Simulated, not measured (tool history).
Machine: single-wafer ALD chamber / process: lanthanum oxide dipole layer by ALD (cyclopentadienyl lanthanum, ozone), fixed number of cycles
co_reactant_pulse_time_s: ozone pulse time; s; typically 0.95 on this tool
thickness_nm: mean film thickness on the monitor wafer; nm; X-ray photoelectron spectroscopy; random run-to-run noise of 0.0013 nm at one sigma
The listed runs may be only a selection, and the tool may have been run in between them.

run   hour  co_reactant_pulse_time_s  read-back reference wafer on the same gauge, thickness_nm  thickness_nm
  1    0.0                      0.95                                                      0.457         0.445
  2   48.3                      0.95                                                      0.456         0.443
  3  101.7                      0.95                                                      0.457         0.447
  4  154.9                      0.95                                                      0.457         0.445
  5  186.4                      0.79                                                      0.457         0.417
  6  243.1                      0.79                                                      0.457         0.415
  7  306.0                      0.79                                                      0.457         0.416
  8  359.1                      0.85                                                      0.457         0.425
  9  402.8                      0.79                                                      0.457         0.414
     449.7  -- thermocouple changed; heater temperature recalibrated
     457.9  -- showerhead replaced
 10  463.5                      0.74                                                      0.458         0.401
     506.8  -- ozone generator serviced
     513.3  -- gauge calibrated
 11  577.8                      0.78                                                      0.457         0.429
 12  612.0                      1.16                                                      0.457         0.482
 13  649.7                      0.84                                                      0.457         0.441

For run 14, what comes out?
 14  697.4                      0.75                                                          ?             ?

read-back reference wafer on the same gauge, thickness_nm: 0.457
thickness_nm: 0.422 nm
With the hidden condition absent and the run-to-run variation left alone, this run would have shown thickness_nm 0.424 nm.
